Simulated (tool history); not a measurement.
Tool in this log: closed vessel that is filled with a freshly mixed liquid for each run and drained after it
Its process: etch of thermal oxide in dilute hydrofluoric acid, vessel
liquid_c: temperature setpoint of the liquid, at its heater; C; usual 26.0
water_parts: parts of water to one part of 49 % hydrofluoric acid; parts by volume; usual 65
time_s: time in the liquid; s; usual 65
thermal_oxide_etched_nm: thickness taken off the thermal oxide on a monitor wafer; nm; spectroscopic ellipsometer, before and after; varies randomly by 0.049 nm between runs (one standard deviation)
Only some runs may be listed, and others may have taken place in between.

| run | hour | liquid_c | water_parts | time_s | read-back film thickness of the thermal oxide reference wafer, read on the same gauge (nm) | thermal_oxide_etched_nm |
|---|---|---|---|---|---|---|
| 1 | 0.0 | 26.0 | 65 | 40 | 100.00 | 3.00 |
| 2 | 18.5 | 26.0 | 65 | 65 | 99.99 | 4.86 |
| 3 | 52.1 | 26.0 | 65 | 65 | 99.99 | 4.82 |
| 4 | 75.6 | 26.0 | 65 | 65 | 100.00 | 4.86 |
| 5 | 92.8 | 26.0 | 65 | 85 | 100.01 | 6.34 |
| 6 | 127.4 | 26.0 | 45 | 65 | 99.99 | 7.17 |
| 7 | 158.8 | 26.0 | 45 | 65 | 99.96 | 7.25 |
| 8 | 174.3 | 26.0 | 65 | 65 | 100.02 | 4.82 |
| 9 | 209.2 | 26.0 | 65 | 65 | 99.98 | 4.84 |
| 10 | 234.9 | 26.0 | 65 | 65 | 99.97 | 4.70 |
| 11 | 251.1 | 26.0 | 65 | 65 | 100.01 | 4.76 |
| 12 | 280.2 | 26.0 | 65 | 65 | 99.97 | 4.77 |
| 13 | 309.6 | 26.0 | 85 | 65 | 100.00 | 3.51 |
| 14 | 322.6 | 26.0 | 65 | 65 | 100.01 | 4.72 |
| 15 | 335.0 | 26.0 | 50 | 95 | 100.00 | 9.22 |
| 16 | 351.0 | 31.0 | 50 | 50 | 100.01 | 5.96 |
|  | 355.2 | gauge calibrated |
| 17 | 372.4 | 26.0 | 65 | 65 | 99.98 | 4.79 |
|  | 375.1 | hydrofluoric acid flow meter replaced |
|  | 380.3 | thermometer replaced |
| 18 | 402.2 | 30.0 | 65 | 30 | 99.95 | 2.94 |
| 19 | 423.7 | 26.0 | 65 | 85 | 100.01 | 7.06 |
| 20 | 436.5 | 30.5 | 50 | 65 | 100.00 | 8.70 |
| 21 | 454.2 | 26.0 | 75 | 45 | 100.03 | 3.21 |
| 22 | 487.0 | 26.0 | 65 | 65 | 99.98 | 5.49 |
| 23 | 518.2 | 22.5 | 90 | 30 | 99.95 | 1.52 |
| 24 | 536.2 | 26.0 | 65 | 65 | 100.04 | 5.40 |
| 25 | 623.5 | 21.5 | 65 | 65 | 99.99 | 4.50 |
| 26 | 679.3 | 30.5 | 90 | 100 | 100.00 | 6.83 |
| 27 | 692.6 | 24.5 | 65 | 80 | 100.03 | 6.31 |
| 28 | 727.6 | 26.0 | 65 | 80 | 100.05 | 6.53 |
| 29 | 759.5 | 29.0 | 40 | 75 | 100.01 | 11.73 |

Predict each of these 4 candidate next runs independently; none follows another, all start after run 29:
| A | 760.2 | 30.0 | 65 | 65 | ? | ? |
| B | 760.2 | 27.5 | 45 | 40 | ? | ? |
| C | 760.2 | 24.5 | 40 | 100 | ? | ? |
| D | 760.2 | 29.5 | 55 | 65 | ? | ? |

| run | read-back film thickness of the thermal oxide reference wafer, read on the same gauge (nm) | thermal_oxide_etched_nm |
|---|---|---|
| A | 99.97 | 6.30 |
| B | 99.97 | 5.23 |
| C | 99.97 | 13.11 |
| D | 99.97 | 7.41 |
With no hidden state in the tool, these same runs would have given:
| run | thermal_oxide_etched_nm |
|---|---|
| A | 6.47 |
| B | 5.37 |
| C | 13.45 |
| D | 7.61 |
